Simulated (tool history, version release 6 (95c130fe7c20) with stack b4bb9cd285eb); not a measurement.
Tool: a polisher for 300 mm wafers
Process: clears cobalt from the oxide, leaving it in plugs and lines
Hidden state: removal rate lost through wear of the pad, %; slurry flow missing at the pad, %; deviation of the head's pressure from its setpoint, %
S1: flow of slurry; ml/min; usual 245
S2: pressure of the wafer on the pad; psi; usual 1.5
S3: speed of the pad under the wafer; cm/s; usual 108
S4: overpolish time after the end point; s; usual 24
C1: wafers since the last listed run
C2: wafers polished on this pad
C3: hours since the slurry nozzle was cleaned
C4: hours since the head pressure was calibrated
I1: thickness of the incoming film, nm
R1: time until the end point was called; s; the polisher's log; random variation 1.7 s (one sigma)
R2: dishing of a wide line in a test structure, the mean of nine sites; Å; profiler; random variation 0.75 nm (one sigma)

{"run": 1, "hour": 0.0, "S1": 245, "S2": 1.5, "S3": 108, "S4": 24, "C1": 0, "C2": 1244, "C3": 611.4, "C4": 1116.3, "I1": 353.4, "R1": 92.5, "R2": 446}
{"run": 2, "hour": 8.0, "S1": 245, "S2": 1.5, "S3": 108, "S4": 24, "C1": 43, "C2": 1287, "C3": 619.4, "C4": 1124.3, "I1": 343.5, "R1": 93.7, "R2": 446}
{"hour": 13.7, "done": "worn pad replaced by a new one"}
{"run": 3, "hour": 26.0, "S1": 270, "S2": 1.5, "S3": 108, "S4": 24, "C1": 76, "C2": 67, "C3": 637.4, "C4": 1142.3, "I1": 349.6, "R1": 82.6, "R2": 478}
{"run": 4, "hour": 40.0, "S1": 270, "S2": 1.5, "S3": 108, "S4": 24, "C1": 76, "C2": 143, "C3": 651.4, "C4": 1156.3, "I1": 349.8, "R1": 87.0, "R2": 465}
{"run": 5, "hour": 49.7, "S1": 270, "S2": 1.5, "S3": 108, "S4": 24, "C1": 52, "C2": 196, "C3": 661.1, "C4": 1166.0, "I1": 348.9, "R1": 86.2, "R2": 464}
{"run": 6, "hour": 56.9, "S1": 190, "S2": 1.5, "S3": 108, "S4": 33, "C1": 39, "C2": 235, "C3": 668.3, "C4": 1173.2, "I1": 349.8, "R1": 89.9, "R2": 518}
{"run": 7, "hour": 64.6, "S1": 245, "S2": 1.5, "S3": 108, "S4": 24, "C1": 41, "C2": 277, "C3": 676.0, "C4": 1180.9, "I1": 353.2, "R1": 89.5, "R2": 480}
{"run": 8, "hour": 75.2, "S1": 245, "S2": 1.5, "S3": 108, "S4": 24, "C1": 57, "C2": 335, "C3": 686.6, "C4": 1191.5, "I1": 349.4, "R1": 88.4, "R2": 464}
{"run": 9, "hour": 82.2, "S1": 245, "S2": 1.5, "S3": 108, "S4": 24, "C1": 38, "C2": 373, "C3": 693.6, "C4": 1198.5, "I1": 348.7, "R1": 89.8, "R2": 463}
{"run": 10, "hour": 97.9, "S1": 245, "S2": 1.5, "S3": 108, "S4": 24, "C1": 85, "C2": 459, "C3": 709.3, "C4": 1214.2, "I1": 348.5, "R1": 88.7, "R2": 470}
{"run": 11, "hour": 111.8, "S1": 245, "S2": 1.5, "S3": 108, "S4": 24, "C1": 75, "C2": 535, "C3": 723.2, "C4": 1228.1, "I1": 349.0, "R1": 89.6, "R2": 461}
{"run": 12, "hour": 122.4, "S1": 245, "S2": 1.5, "S3": 108, "S4": 24, "C1": 57, "C2": 592, "C3": 733.8, "C4": 1238.7, "I1": 349.8, "R1": 87.7, "R2": 454}
{"run": 13, "hour": 137.1, "S1": 215, "S2": 1.5, "S3": 108, "S4": 34, "C1": 80, "C2": 673, "C3": 748.5, "C4": 1253.4, "I1": 347.6, "R1": 90.9, "R2": 519}
{"run": 14, "hour": 146.5, "S1": 245, "S2": 1.5, "S3": 108, "S4": 24, "C1": 51, "C2": 724, "C3": 757.9, "C4": 1262.8, "I1": 346.4, "R1": 91.9, "R2": 459}
{"run": 15, "hour": 153.7, "S1": 245, "S2": 1.5, "S3": 108, "S4": 24, "C1": 39, "C2": 763, "C3": 765.1, "C4": 1270.0, "I1": 351.5, "R1": 95.6, "R2": 461}
{"run": 16, "hour": 160.1, "S1": 245, "S2": 1.5, "S3": 108, "S4": 24, "C1": 34, "C2": 798, "C3": 771.5, "C4": 1276.4, "I1": 353.7, "R1": 93.7, "R2": 457}
{"run": 17, "hour": 166.6, "S1": 310, "S2": 1.2, "S3": 140, "S4": 28, "C1": 35, "C2": 833, "C3": 778.0, "C4": 1282.9, "I1": 349.8, "R1": 91.3, "R2": 478}
{"run": 18, "hour": 175.2, "S1": 285, "S2": 1.5, "S3": 108, "S4": 14, "C1": 46, "C2": 880, "C3": 786.6, "C4": 1291.5, "I1": 355.8, "R1": 95.7, "R2": 344}
{"run": 19, "hour": 192.3, "S1": 245, "S2": 1.2, "S3": 90, "S4": 24, "C1": 93, "C2": 974, "C3": 803.7, "C4": 1308.6, "I1": 347.5, "R1": 143.2, "R2": 372}
{"hour": 197.2, "done": "head pressure recalibrated"}
{"hour": 197.4, "done": "worn pad replaced by a new one"}
{"run": 20, "hour": 203.9, "S1": 275, "S2": 1.3, "S3": 142, "S4": 18, "C1": 51, "C2": 35, "C3": 815.3, "C4": 6.7, "I1": 354.9, "R1": 77.5, "R2": 438}
{"run": 21, "hour": 215.1, "S1": 245, "S2": 1.5, "S3": 108, "S4": 24, "C1": 61, "C2": 96, "C3": 826.5, "C4": 17.9, "I1": 348.6, "R1": 87.7, "R2": 470}
{"run": 22, "hour": 227.1, "S1": 200, "S2": 1.5, "S3": 90, "S4": 24, "C1": 65, "C2": 161, "C3": 838.5, "C4": 29.9, "I1": 343.7, "R1": 101.2, "R2": 424}
{"hour": 231.3, "done": "slurry nozzle cleaned"}
{"run": 23, "hour": 241.4, "S1": 245, "S2": 1.5, "S3": 108, "S4": 13, "C1": 72, "C2": 234, "C3": 10.1, "C4": 44.2, "I1": 347.5, "R1": 83.9, "R2": 348}
{"run": 24, "hour": 251.9, "S1": 245, "S2": 1.5, "S3": 108, "S4": 24, "C1": 57, "C2": 291, "C3": 20.6, "C4": 54.7, "I1": 343.3, "R1": 84.2, "R2": 474}
{"run": 25, "hour": 269.5, "S1": 245, "S2": 1.5, "S3": 108, "S4": 24, "C1": 95, "C2": 387, "C3": 38.2, "C4": 72.3, "I1": 351.0, "R1": 86.2, "R2": 467}
{"run": 26, "hour": 306.9, "S1": 245, "S2": 1.5, "S3": 108, "S4": 24, "C1": 203, "C2": 591, "C3": 75.6, "C4": 109.7, "I1": 350.6, "R1": 91.3, "R2": 460}
{"run": 27, "hour": 322.6, "S1": 245, "S2": 1.8, "S3": 142, "S4": 24, "C1": 85, "C2": 677, "C3": 91.3, "C4": 125.4, "I1": 343.8, "R1": 56.9, "R2": 511}
{"run": 28, "hour": 340.4, "S1": 245, "S2": 1.5, "S3": 108, "S4": 24, "C1": 97, "C2": 774, "C3": 109.1, "C4": 143.2, "I1": 347.4, "R1": 91.3, "R2": 454}
{"run": 29, "hour": 350.5, "S1": 300, "S2": 1.3, "S3": 138, "S4": 19, "C1": 55, "C2": 829, "C3": 119.2, "C4": 153.3, "I1": 346.2, "R1": 83.1, "R2": 446}
{"run": 30, "hour": 358.1, "S1": 190, "S2": 1.7, "S3": 82, "S4": 11, "C1": 41, "C2": 870, "C3": 126.8, "C4": 160.9, "I1": 353.0, "R1": 110.6, "R2": 257}
{"run": 31, "hour": 373.4, "S1": 290, "S2": 1.5, "S3": 124, "S4": 24, "C1": 83, "C2": 954, "C3": 142.1, "C4": 176.2, "I1": 342.6, "R1": 81.8, "R2": 486}
{"hour": 385.0, "done": "worn pad replaced by a new one"}
{"run": 32, "hour": 385.8, "S1": 200, "S2": 1.2, "S3": 108, "S4": 24, "C1": 45, "C2": 4, "C3": 154.5, "C4": 188.6, "I1": 345.8, "R1": 106.4, "R2": 436}
{"run": 33, "hour": 392.7, "S1": 310, "S2": 1.5, "S3": 108, "S4": 19, "C1": 37, "C2": 42, "C3": 161.4, "C4": 195.5, "I1": 349.9, "R1": 82.6, "R2": 444}
{"run": 34, "hour": 403.1, "S1": 330, "S2": 1.9, "S3": 108, "S4": 24, "C1": 56, "C2": 98, "C3": 171.8, "C4": 205.9, "I1": 351.1, "R1": 66.9, "R2": 506}
{"run": 35, "hour": 410.8, "S1": 245, "S2": 1.1, "S3": 134, "S4": 13, "C1": 41, "C2": 140, "C3": 179.5, "C4": 213.6, "I1": 349.1, "R1": 95.0, "R2": 330}
{"run": 36, "hour": 418.8, "S1": 245, "S2": 1.5, "S3": 108, "S4": 24, "C1": 43, "C2": 184, "C3": 187.5, "C4": 221.6, "I1": 354.5, "R1": 88.4, "R2": 458}

What the log doesn't show, run by run:
slurry flow missing at the pad, %: 0 in every run
deviation of the head's pressure from its setpoint, %: 0 in every run
H1: removal rate lost through wear of the pad, %
run=1 H1=12
run=2 H1=12.4
run=3 H1=1.99
run=4 H1=2.7
run=5 H1=3.2
run=6 H1=3.56
run=7 H1=3.95
run=8 H1=4.49
run=9 H1=4.84
run=10 H1=5.64
run=11 H1=6.34
run=12 H1=6.88
run=13 H1=7.62
run=14 H1=8.1
run=15 H1=8.46
run=16 H1=8.79
run=17 H1=9.12
run=18 H1=9.55
run=19 H1=10.4
run=20 H1=1.53
run=21 H1=2.1
run=22 H1=2.71
run=23 H1=3.43
run=24 H1=3.96
run=25 H1=4.85
run=26 H1=6.75
run=27 H1=7.54
run=28 H1=8.45
run=29 H1=8.96
run=30 H1=9.34
run=31 H1=10.1
run=32 H1=0.7
run=33 H1=1.05
run=34 H1=1.58
run=35 H1=1.97
run=36 H1=2.37
